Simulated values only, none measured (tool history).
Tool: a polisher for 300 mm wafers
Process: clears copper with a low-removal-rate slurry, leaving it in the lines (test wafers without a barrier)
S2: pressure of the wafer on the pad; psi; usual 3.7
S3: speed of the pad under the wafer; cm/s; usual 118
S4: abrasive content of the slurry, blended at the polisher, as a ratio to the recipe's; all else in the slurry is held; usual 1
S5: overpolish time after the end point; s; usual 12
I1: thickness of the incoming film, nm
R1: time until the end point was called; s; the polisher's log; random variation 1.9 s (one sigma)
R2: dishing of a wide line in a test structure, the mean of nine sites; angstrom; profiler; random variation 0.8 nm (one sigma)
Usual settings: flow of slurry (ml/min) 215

run 1 day=0 | flow_of_slurry_(ml/min)=215 S2=4.7 S3=118 S4=1 S5=12 | I1=402.4 | R1=96.3 R2=370
-- day=0.304 worn pad replaced by a new one
run 2 day=1.108 | flow_of_slurry_(ml/min)=215 S2=4.7 S3=118 S4=1 S5=12 | I1=401.1 | R1=82.7 R2=426
run 3 day=3.321 | flow_of_slurry_(ml/min)=215 S2=3.7 S3=118 S4=1 S5=12 | I1=399.9 | R1=105 R2=329
run 4 day=5.258 | flow_of_slurry_(ml/min)=215 S2=3.7 S3=118 S4=1 S5=12 | I1=401.8 | R1=107.2 R2=337
run 5 day=7.275 | flow_of_slurry_(ml/min)=215 S2=3.7 S3=118 S4=1 S5=12 | I1=401.5 | R1=113.4 R2=316
-- day=8.612 worn pad replaced by a new one
run 6 day=8.633 | flow_of_slurry_(ml/min)=215 S2=3.7 S3=118 S4=1 S5=12 | I1=404.1 | R1=103.1 R2=351
-- day=9.554 slurry blender recalibrated
run 7 day=11.454 | flow_of_slurry_(ml/min)=215 S2=3.7 S3=118 S4=1 S5=12 | I1=393.8 | R1=107.2 R2=335
run 8 day=14.262 | flow_of_slurry_(ml/min)=215 S2=3.7 S3=118 S4=1 S5=12 | I1=402.3 | R1=108.3 R2=334
run 9 day=16.292 | flow_of_slurry_(ml/min)=215 S2=3.7 S3=118 S4=1 S5=12 | I1=397.1 | R1=112.7 R2=328
-- day=17.654 worn pad replaced by a new one
run 10 day=17.917 | flow_of_slurry_(ml/min)=215 S2=3.7 S3=118 S4=1.1 S5=12 | I1=400 | R1=102.3 R2=348
run 11 day=20.571 | flow_of_slurry_(ml/min)=215 S2=3.7 S3=118 S4=1.1 S5=12 | I1=397.2 | R1=105.1 R2=335
-- day=21.4 head pressure recalibrated
-- day=22.958 slurry nozzle cleaned
run 12 day=23.058 | flow_of_slurry_(ml/min)=215 S2=3.7 S3=118 S4=1 S5=14 | I1=396.9 | R1=109.7 R2=377
-- day=25.525 slurry blender recalibrated
run 13 day=25.733 | flow_of_slurry_(ml/min)=265 S2=2.8 S3=96 S4=0.7 S5=12 | I1=402.6 | R1=202.4 R2=197
-- day=26.042 worn pad replaced by a new one
run 14 day=27.738 | flow_of_slurry_(ml/min)=215 S2=3.7 S3=118 S4=1 S5=12 | I1=402.5 | R1=105 R2=339
run 15 day=30.05 | flow_of_slurry_(ml/min)=215 S2=3.2 S3=118 S4=1 S5=12 | I1=406.4 | R1=128.2 R2=296
run 16 day=31.233 | flow_of_slurry_(ml/min)=215 S2=3.7 S3=118 S4=1 S5=12 | I1=404.6 | R1=104.9 R2=332
run 17 day=33.408 | flow_of_slurry_(ml/min)=215 S2=3.2 S3=118 S4=1.3 S5=12 | I1=394.6 | R1=115.5 R2=305
-- day=34.021 worn pad replaced by a new one
run 18 day=35.85 | flow_of_slurry_(ml/min)=215 S2=4.5 S3=136 S4=1 S5=12 | I1=394.5 | R1=71.3 R2=453
run 19 day=37.746 | flow_of_slurry_(ml/min)=215 S2=2.4 S3=118 S4=1 S5=12 | I1=398.1 | R1=160.9 R2=239
run 20 day=39.25 | flow_of_slurry_(ml/min)=215 S2=3.7 S3=118 S4=1.15 S5=12 | I1=401.5 | R1=106.2 R2=353
run 21 day=41.304 | flow_of_slurry_(ml/min)=255 S2=4.7 S3=118 S4=1.25 S5=9 | I1=394.8 | R1=78.4 R2=332
-- day=42.592 slurry blender recalibrated
-- day=42.779 worn pad replaced by a new one
run 22 day=43.254 | flow_of_slurry_(ml/min)=215 S2=4.6 S3=118 S4=0.9 S5=15 | I1=397 | R1=87.4 R2=496
run 23 day=44.308 | flow_of_slurry_(ml/min)=215 S2=3.7 S3=118 S4=1 S5=12 | I1=402.5 | R1=104.7 R2=356

5 ways to go on from here, each from the tool as it stands after run 23. What would each give?
run A day=44.329 | flow_of_slurry_(ml/min)=215 S2=5 S3=118 S4=1 S5=12 | I1=399.2 | R1=? R2=?
run B day=44.329 | flow_of_slurry_(ml/min)=155 S2=4.2 S3=118 S4=1.15 S5=18 | I1=399.2 | R1=? R2=?
run C day=44.329 | flow_of_slurry_(ml/min)=150 S2=3 S3=118 S4=1 S5=12 | I1=399.2 | R1=? R2=?
run D day=44.329 | flow_of_slurry_(ml/min)=155 S2=4.2 S3=118 S4=1 S5=9 | I1=399.2 | R1=? R2=?
run E day=44.329 | flow_of_slurry_(ml/min)=285 S2=3.7 S3=154 S4=1.1 S5=15 | I1=399.2 | R1=? R2=?

run=A R1=76 R2=448
run=B R1=90 R2=531
run=C R1=132.2 R2=279
run=D R1=94.1 R2=295
run=E R1=78.3 R2=511
Without the tool's hidden state the same runs would have given:
run=A R1=74.4 R2=455
run=B R1=88 R2=540
run=C R1=129.3 R2=284
run=D R1=92 R2=301
run=E R1=76.6 R2=520
